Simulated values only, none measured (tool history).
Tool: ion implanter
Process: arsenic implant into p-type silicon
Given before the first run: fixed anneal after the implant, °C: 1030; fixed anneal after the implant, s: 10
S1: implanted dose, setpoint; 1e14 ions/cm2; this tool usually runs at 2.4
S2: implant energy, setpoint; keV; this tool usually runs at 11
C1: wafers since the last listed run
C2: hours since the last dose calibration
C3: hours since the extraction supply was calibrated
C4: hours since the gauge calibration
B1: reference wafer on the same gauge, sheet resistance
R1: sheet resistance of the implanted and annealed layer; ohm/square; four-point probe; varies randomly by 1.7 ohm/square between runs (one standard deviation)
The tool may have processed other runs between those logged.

run    hour    S1    S2    C1      C2      C3      C4      B1      R1
  1       0   2.4  13.5     0   547.9  1754.4   835.5  295.74  353.21
  2    71.5  2.74    11   886   619.4  1825.9     907  295.26  322.77
  3   145.3  2.74    11   915   693.2  1899.7   980.8  294.24  322.15
  4   232.8   2.4    11  1085   780.7  1987.2  1068.3  293.89   353.4
  5   302.1   2.4     9   859     850  2056.5  1137.6  292.93   361.3
  6     354   2.4  12.5   643   901.9  2108.4  1189.5  292.29  349.91
  7   418.1   2.4  12.5   794     966  2172.5  1253.6   291.2  352.31
  8   493.6   2.4    11   936  1041.5    2248  1329.1  289.94  350.56
  9   568.6   2.4    11   930  1116.5    2323  1404.1  289.08  349.89
 10   656.8   2.4    11  1093  1204.7  2411.2  1492.3  287.74  350.76
      679.5  -- Faraday cup replaced and dose calibrated
 11     718   2.4    11   659    38.5  2472.4  1553.5  286.67  348.06
      738.2  -- gauge calibrated
 12   797.4  1.91   9.5   984   117.9  2551.8    59.2  301.53  445.28
      822.9  -- extraction supply calibrated
 13   841.3  1.91   9.5   445   161.8    18.4   103.1  301.97   442.5
 14   912.1  1.91   9.5   877   232.6    89.2   173.9  301.87  445.76
 15   952.1  1.96    11   496   272.6   129.2   213.9  301.56     427
 16  1012.4  2.21   8.5   747   332.9   189.5   274.2     302  397.45
 17  1097.6  1.93  12.5  1056   418.1   274.7   359.4  300.99   423.9
 18  1135.1  1.96    11   465   455.6   312.2   396.9  301.59  429.34
 19  1218.2  2.85   9.5  1030   538.7   395.3     480  300.97  323.45
 20  1258.7   2.4   8.5   502   579.2   435.8   520.5  301.11  373.19
 21  1354.4  2.64   8.5  1186   674.9   531.5   616.2  300.43  347.71
 22  1433.3   2.4    11   978   753.8   610.4   695.1  299.81  363.36
 23  1477.1  2.04   8.5   543   797.6   654.2   738.9  299.25  422.77
 24  1542.9  2.69   8.5   815   863.4     720   804.7  299.16   338.9
 25  1618.5  2.94    11   937     939   795.6   880.3  297.93  309.53
 26  1684.9  2.14   8.5   823  1005.4     862   946.7  297.57  406.63
 27  1769.8  2.22  12.5  1052  1090.3   946.9  1031.6  296.49  375.96
 28  1867.7  1.68  14.5  1214  1188.2  1044.8  1129.5  295.31  457.26

4 ways to go on from here, each from the tool as it stands after run 28. What would each give?
  A  1868.1   2.4    11   4  1188.6  1045.2  1129.9   ?   ?
  B  1868.1  2.03    11   4  1188.6  1045.2  1129.9   ?   ?
  C  1868.1   2.7  14.5   4  1188.6  1045.2  1129.9   ?   ?
  D  1868.1  1.82     8   4  1188.6  1045.2  1129.9   ?   ?

run      B1      R1
  A  295.28  360.14
  B  295.28  409.39
  C  295.28  319.35
  D  295.28  460.81
Take away the tool's hidden state, keep each run's random variation, and the runs would have read:
run      R1
  A  365.89
  B  415.93
  C  324.45
  D  468.16
